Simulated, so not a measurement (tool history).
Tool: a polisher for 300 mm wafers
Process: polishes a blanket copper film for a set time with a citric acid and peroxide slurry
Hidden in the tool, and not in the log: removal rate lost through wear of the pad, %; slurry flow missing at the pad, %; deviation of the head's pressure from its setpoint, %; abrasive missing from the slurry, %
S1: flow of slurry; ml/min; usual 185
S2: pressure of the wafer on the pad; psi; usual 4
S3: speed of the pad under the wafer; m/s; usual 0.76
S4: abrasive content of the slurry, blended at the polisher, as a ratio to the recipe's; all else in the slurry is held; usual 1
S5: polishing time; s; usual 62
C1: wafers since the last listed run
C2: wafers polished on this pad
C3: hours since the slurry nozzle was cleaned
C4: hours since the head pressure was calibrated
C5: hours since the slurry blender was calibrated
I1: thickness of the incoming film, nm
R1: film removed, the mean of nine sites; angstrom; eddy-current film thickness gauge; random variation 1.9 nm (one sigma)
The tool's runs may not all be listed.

run     day   S1   S2    S3    S4  S5    C1    C2     C3     C4     C5      I1    R1
  1       0  185    4  0.76  0.95  62     0  2205  560.5    438  125.2  1060.1  1493
      0.862  -- slurry nozzle cleaned
  2   0.992  185    4  0.76     1  62   275  2480    3.1  461.8    149  1043.9  1496
  3   2.121  185    4  0.76     1  62   327  2807   30.2  488.9  176.1  1051.1  1506
      2.292  -- worn pad replaced by a new one
      3.262  -- head pressure recalibrated
  4   3.283  185    4  0.76     1  62   264   262   58.1    0.5    204  1041.1  1359
  5   4.038  185  3.1  0.76     1  62   218   481   76.2   18.6  222.1  1065.7  1071
      5.217  -- slurry blender recalibrated
  6   6.142  185    4  0.76     1  62   585  1066  126.7   69.1   22.2    1053  1416
  7   7.254  185    4  0.76     1  62   322  1388  153.4   95.8   48.9  1045.6  1458
  8  10.279  185  3.5  0.76     1  62   876  2264    226  168.4  121.5  1061.3  1288
      10.55  -- worn pad replaced by a new one
     13.771  -- slurry blender recalibrated
  9  14.158  185  3.5  0.76     1  62  1051  1020  319.1  261.5    9.3  1069.9  1321
 10  15.088  185    4  0.76   1.1  82   269  1289  341.4  283.8   31.6  1048.5  2044
 11  15.642  185    4  0.76     1  62   160  1450  354.7  297.1   44.9  1052.8  1511
 12  16.579  185    4  0.76     1  62   271  1721  377.2  319.6   67.4  1049.2  1508
 13  17.083  160    4  0.64     1  62   146  1867  389.3  331.7   79.5  1050.9  1289
 14  18.483  185  4.6  0.56     1  62   405  2273  422.9  365.3  113.1  1053.9  1357
 15    19.4  185    4  0.84     1  62   265  2538  444.9  387.3  135.1    1082  1643
 16  20.317  185    4  0.76     1  62   265  2804  466.9  409.3  157.1  1061.8  1495
     20.683  -- worn pad replaced by a new one
 17  21.771  165    4  0.76     1  43   372   314  501.8  444.2    192  1049.3  1040
 18  22.396  185  4.4  0.76     1  52   181   495  516.8  459.2    207  1065.4  1413
     23.008  -- slurry blender recalibrated
 19  23.504  230    4  0.98   1.3  77   296   792  543.4  485.8   11.9  1047.6  2566
     23.562  -- slurry nozzle cleaned
     25.904  -- head pressure recalibrated
 20  26.296  235    4  0.56     1  62   772  1564   65.6    9.4   78.9  1073.4  1089
 21  27.267  185    4  0.76   1.1  62   281  1845   88.9   32.7  102.2  1061.7  1431
 22  28.554  220    3  0.76     1  68   372  2218  119.8   63.6  133.1  1056.6  1186
 23  29.104  155  2.8  0.54     1  80   159  2378    133   76.8  146.3  1057.7   973
 24  29.842  185    4  0.76     1  62   213  2591  150.7   94.5    164  1060.3  1426

Forecast run 25:
 25  30.671  235  4.4  0.76   1  62  240  2832  170.6  114.4  183.9  1067.4   ?

R1: 1648 angstrom
Without the tool's hidden state the same run would have given R1 1551 angstrom.

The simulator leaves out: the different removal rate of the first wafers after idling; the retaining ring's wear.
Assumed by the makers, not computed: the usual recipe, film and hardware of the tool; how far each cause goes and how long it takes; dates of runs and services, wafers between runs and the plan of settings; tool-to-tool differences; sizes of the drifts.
